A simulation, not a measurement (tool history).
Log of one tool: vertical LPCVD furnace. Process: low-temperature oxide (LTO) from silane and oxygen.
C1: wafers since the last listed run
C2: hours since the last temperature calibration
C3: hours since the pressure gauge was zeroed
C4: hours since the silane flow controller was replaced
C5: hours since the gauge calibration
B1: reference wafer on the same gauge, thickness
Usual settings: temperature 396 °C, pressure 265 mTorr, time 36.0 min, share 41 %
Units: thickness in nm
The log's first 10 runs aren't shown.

{"run": 11, "hour": 252.3, "temperature": 400, "pressure": 265, "time": 36.0, "share": 41, "C1": 83, "C2": 2671.4, "C3": 5.9, "C4": 4495.5, "C5": 159.8, "B1": 468.87, "thickness": 419.05}
{"run": 12, "hour": 270.3, "temperature": 400, "pressure": 265, "time": 36.0, "share": 41, "C1": 278, "C2": 2689.4, "C3": 23.9, "C4": 4513.5, "C5": 177.8, "B1": 468.93, "thickness": 419.32}
{"run": 13, "hour": 289.1, "temperature": 396, "pressure": 265, "time": 36.0, "share": 41, "C1": 290, "C2": 2708.2, "C3": 42.7, "C4": 4532.3, "C5": 196.6, "B1": 468.93, "thickness": 403.23}
{"run": 14, "hour": 314.2, "temperature": 396, "pressure": 265, "time": 45.5, "share": 46, "C1": 388, "C2": 2733.3, "C3": 67.8, "C4": 4557.4, "C5": 221.7, "B1": 469.08, "thickness": 582.2}
{"run": 15, "hour": 336.8, "temperature": 404, "pressure": 235, "time": 45.0, "share": 41, "C1": 349, "C2": 2755.9, "C3": 90.4, "C4": 4580.0, "C5": 244.3, "B1": 468.8, "thickness": 489.57}
{"hour": 385.6, "done": "thermocouples replaced and temperature profile calibrated"}
{"run": 16, "hour": 386.1, "temperature": 396, "pressure": 265, "time": 36.0, "share": 41, "C1": 391, "C2": 0.5, "C3": 139.7, "C4": 4629.3, "C5": 293.6, "B1": 469.13, "thickness": 401.83}
{"run": 17, "hour": 390.6, "temperature": 388, "pressure": 230, "time": 28.0, "share": 46, "C1": 69, "C2": 5.0, "C3": 144.2, "C4": 4633.8, "C5": 298.1, "B1": 469.11, "thickness": 285.06}
{"hour": 423.4, "done": "silane flow controller replaced"}
{"run": 18, "hour": 423.9, "temperature": 405, "pressure": 265, "time": 26.0, "share": 41, "C1": 143, "C2": 38.3, "C3": 177.5, "C4": 0.5, "C5": 331.4, "B1": 469.1, "thickness": 333.66}
{"run": 19, "hour": 440.7, "temperature": 396, "pressure": 265, "time": 36.0, "share": 41, "C1": 259, "C2": 55.1, "C3": 194.3, "C4": 17.3, "C5": 348.2, "B1": 469.14, "thickness": 415.74}
{"run": 20, "hour": 469.6, "temperature": 404, "pressure": 225, "time": 36.0, "share": 48, "C1": 447, "C2": 84.0, "C3": 223.2, "C4": 46.2, "C5": 377.1, "B1": 468.87, "thickness": 454.94}
{"run": 21, "hour": 493.7, "temperature": 388, "pressure": 235, "time": 27.0, "share": 44, "C1": 372, "C2": 108.1, "C3": 247.3, "C4": 70.3, "C5": 401.2, "B1": 468.83, "thickness": 275.26}
{"run": 22, "hour": 519.2, "temperature": 396, "pressure": 265, "time": 50.0, "share": 49, "C1": 394, "C2": 133.6, "C3": 272.8, "C4": 95.8, "C5": 426.7, "B1": 468.92, "thickness": 697.8}
{"run": 23, "hour": 540.2, "temperature": 404, "pressure": 265, "time": 27.5, "share": 41, "C1": 324, "C2": 154.6, "C3": 293.8, "C4": 116.8, "C5": 447.7, "B1": 468.88, "thickness": 346.32}
{"run": 24, "hour": 572.0, "temperature": 396, "pressure": 265, "time": 36.0, "share": 41, "C1": 491, "C2": 186.4, "C3": 325.6, "C4": 148.6, "C5": 479.5, "B1": 468.99, "thickness": 415.92}
{"run": 25, "hour": 598.7, "temperature": 396, "pressure": 225, "time": 30.5, "share": 41, "C1": 413, "C2": 213.1, "C3": 352.3, "C4": 175.3, "C5": 506.2, "B1": 469.1, "thickness": 299.62}
{"run": 26, "hour": 621.8, "temperature": 404, "pressure": 265, "time": 23.0, "share": 41, "C1": 357, "C2": 236.2, "C3": 375.4, "C4": 198.4, "C5": 529.3, "B1": 468.81, "thickness": 290.92}
{"run": 27, "hour": 652.0, "temperature": 396, "pressure": 265, "time": 47.0, "share": 41, "C1": 467, "C2": 266.4, "C3": 405.6, "C4": 228.6, "C5": 559.5, "B1": 468.93, "thickness": 543.33}
{"run": 28, "hour": 712.3, "temperature": 396, "pressure": 265, "time": 40.0, "share": 46, "C1": 932, "C2": 326.7, "C3": 465.9, "C4": 288.9, "C5": 619.8, "B1": 469.02, "thickness": 521.31}
{"run": 29, "hour": 794.3, "temperature": 396, "pressure": 235, "time": 22.5, "share": 47, "C1": 1268, "C2": 408.7, "C3": 547.9, "C4": 370.9, "C5": 701.8, "B1": 469.04, "thickness": 265.19}
{"run": 30, "hour": 817.9, "temperature": 396, "pressure": 265, "time": 36.0, "share": 41, "C1": 365, "C2": 432.3, "C3": 571.5, "C4": 394.5, "C5": 725.4, "B1": 469.16, "thickness": 411.62}
{"run": 31, "hour": 843.1, "temperature": 388, "pressure": 265, "time": 36.0, "share": 41, "C1": 389, "C2": 457.5, "C3": 596.7, "C4": 419.7, "C5": 750.6, "B1": 468.99, "thickness": 376.52}
{"run": 32, "hour": 873.7, "temperature": 407, "pressure": 225, "time": 48.5, "share": 41, "C1": 473, "C2": 488.1, "C3": 627.3, "C4": 450.3, "C5": 781.2, "B1": 468.91, "thickness": 533.92}

3 ways to go on from here, each from the tool as it stands after run 32. What would each give?
{"run": "A", "hour": 878.4, "temperature": 396, "pressure": 320, "time": 36.0, "share": 41, "C1": 72, "C2": 492.8, "C3": 632.0, "C4": 455.0, "C5": 785.9, "B1": "?", "thickness": "?"}
{"run": "B", "hour": 878.4, "temperature": 396, "pressure": 220, "time": 50.0, "share": 45, "C1": 72, "C2": 492.8, "C3": 632.0, "C4": 455.0, "C5": 785.9, "B1": "?", "thickness": "?"}
{"run": "C", "hour": 878.4, "temperature": 396, "pressure": 280, "time": 29.5, "share": 47, "C1": 72, "C2": 492.8, "C3": 632.0, "C4": 455.0, "C5": 785.9, "B1": "?", "thickness": "?"}

run=A B1=469.18 thickness=498.10
run=B B1=469.18 thickness=530.15
run=C B1=469.18 thickness=415.63
Without the tool's hidden state the same runs would have given:
run=A thickness=503.19
run=B thickness=532.68
run=C thickness=417.79
